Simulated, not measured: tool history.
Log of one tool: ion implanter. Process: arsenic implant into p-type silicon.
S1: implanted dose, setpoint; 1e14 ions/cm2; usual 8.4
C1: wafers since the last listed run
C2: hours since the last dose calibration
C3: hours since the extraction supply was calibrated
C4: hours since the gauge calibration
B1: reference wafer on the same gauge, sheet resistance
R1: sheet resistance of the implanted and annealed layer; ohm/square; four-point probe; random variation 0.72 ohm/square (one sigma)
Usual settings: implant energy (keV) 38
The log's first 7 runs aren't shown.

At hour 557.5: Faraday cup replaced and dose calibrated.
Run 8, hour 562.9: usual settings but S1 6.76 1e14 ions/cm2, implant energy (keV) 43; C1 2161; C2 5.4; C3 2269.8; C4 1273.9; B1 134.85. Result: R1 145.17 ohm/square.
Run 9, hour 640.9: usual settings but S1 6.76 1e14 ions/cm2, implant energy (keV) 43; C1 2391; C2 83.4; C3 2347.8; C4 1351.9; B1 135.1. Result: R1 146.26 ohm/square.
Run 10, hour 718.3: usual settings but S1 6.76 1e14 ions/cm2, implant energy (keV) 43; C1 2373; C2 160.8; C3 2425.2; C4 1429.3; B1 134.93. Result: R1 146.39 ohm/square.
Run 11, hour 822.4: usual settings; C1 3191; C2 264.9; C3 2529.3; C4 1533.4; B1 134.5. Result: R1 126.24 ohm/square.
Run 12, hour 918.6: usual settings; C1 2949; C2 361.1; C3 2625.5; C4 1629.6; B1 135.16. Result: R1 129.63 ohm/square.
Run 13, hour 1005.5: usual settings; C1 2664; C2 448; C3 2712.4; C4 1716.5; B1 135.26. Result: R1 128.94 ohm/square.
Run 14, hour 1046.1: usual settings but implant energy (keV) 33; C1 1244; C2 488.6; C3 2753; C4 1757.1; B1 135.53. Result: R1 134.38 ohm/square.
Run 15, hour 1151.4: usual settings but implant energy (keV) 33; C1 3228; C2 593.9; C3 2858.3; C4 1862.4; B1 134.78. Result: R1 133.01 ohm/square.
At hour 1166.3: extraction supply calibrated.
Run 16, hour 1224.5: usual settings but implant energy (keV) 33; C1 1996; C2 667; C3 58.2; C4 1935.5; B1 134.97. Result: R1 133.4 ohm/square.
Run 17, hour 1326.3: usual settings but implant energy (keV) 32.5; C1 3121; C2 768.8; C3 160; C4 2037.3; B1 134.83. Result: R1 135.16 ohm/square.
At hour 1376.6: Faraday cup replaced and dose calibrated.
Run 18, hour 1408.4: usual settings but S1 7.47 1e14 ions/cm2, implant energy (keV) 49; C1 2272; C2 31.8; C3 242.1; C4 2119.4; B1 134.87. Result: R1 131.6 ohm/square.
Run 19, hour 1451.5: usual settings; C1 1321; C2 74.9; C3 285.2; C4 2162.5; B1 135.21. Result: R1 126.24 ohm/square.

Forecast run 20:
Run 20, hour 1540.7: usual settings but S1 9.63 1e14 ions/cm2, implant energy (keV) 31.5; C1 2735; C2 164.1; C3 374.4; C4 2251.7; B1 ?. Result: R1 ?.

{"run 20": {"B1": 134.77, "R1": 122.65}}
Without the tool's hidden state the same run would have given R1 122.07 ohm/square.

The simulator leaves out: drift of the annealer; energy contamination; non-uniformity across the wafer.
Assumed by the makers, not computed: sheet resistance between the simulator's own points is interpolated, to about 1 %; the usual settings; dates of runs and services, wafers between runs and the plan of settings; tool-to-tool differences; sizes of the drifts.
